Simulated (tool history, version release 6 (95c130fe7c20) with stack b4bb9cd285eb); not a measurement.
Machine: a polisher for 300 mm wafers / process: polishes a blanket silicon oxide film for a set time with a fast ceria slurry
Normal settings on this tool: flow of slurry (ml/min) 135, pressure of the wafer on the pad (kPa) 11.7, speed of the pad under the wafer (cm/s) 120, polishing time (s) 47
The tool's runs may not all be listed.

| run | hour | flow of slurry (ml/min) | pressure of the wafer on the pad (kPa) | speed of the pad under the wafer (cm/s) | polishing time (s) | incoming thickness of the incoming film, nm | film removed (nm) |
|---|---|---|---|---|---|---|---|
| 1 | 0.0 | 135 | 8.3 | 120 | 47 | 3988.2 | 309.9 |
| 2 | 13.7 | 135 | 8.3 | 120 | 47 | 3954.2 | 310.2 |
| 3 | 43.7 | 135 | 8.3 | 120 | 47 | 3994.3 | 312.9 |
| 4 | 75.6 | 135 | 11.7 | 120 | 47 | 3941.2 | 442.7 |
|  | 86.6 | worn pad replaced by a new one |
| 5 | 111.3 | 135 | 11.7 | 120 | 47 | 3937.1 | 434.6 |
|  | 124.1 | slurry nozzle cleaned |
|  | 133.1 | head pressure recalibrated |
| 6 | 138.3 | 135 | 11.7 | 120 | 47 | 4012.1 | 411.7 |
| 7 | 168.2 | 135 | 11.7 | 120 | 47 | 3995.0 | 405.7 |
| 8 | 187.8 | 135 | 11.7 | 120 | 47 | 3899.4 | 407.7 |
| 9 | 214.8 | 100 | 11.7 | 132 | 37 | 3951.6 | 322.3 |
|  | 241.5 | worn pad replaced by a new one |
| 10 | 243.6 | 115 | 11.7 | 140 | 47 | 3959.7 | 454.4 |
| 11 | 272.5 | 135 | 15.2 | 120 | 47 | 4012.3 | 524.6 |
| 12 | 294.2 | 135 | 7.6 | 120 | 40 | 3939.0 | 222.9 |
| 13 | 319.8 | 135 | 11.7 | 120 | 47 | 3977.8 | 403.9 |
| 14 | 352.7 | 135 | 9.0 | 120 | 37 | 4008.8 | 244.0 |

Alternative continuations, all from the tool just after run 14; predict every row:
| A | 353.1 | 135 | 11.7 | 120 | 47 | 4011.0 | ? |
| B | 353.1 | 135 | 11.7 | 120 | 55 | 4011.0 | ? |
| C | 353.1 | 155 | 8.3 | 136 | 37 | 4011.0 | ? |

| run | film removed (nm) |
|---|---|
| A | 401.5 |
| B | 469.9 |
| C | 262.3 |
The same runs, with their run-to-run variation unchanged, on a tool lacking any hidden condition would have given:
| run | film removed (nm) |
|---|---|
| A | 422.1 |
| B | 493.9 |
| C | 273.1 |

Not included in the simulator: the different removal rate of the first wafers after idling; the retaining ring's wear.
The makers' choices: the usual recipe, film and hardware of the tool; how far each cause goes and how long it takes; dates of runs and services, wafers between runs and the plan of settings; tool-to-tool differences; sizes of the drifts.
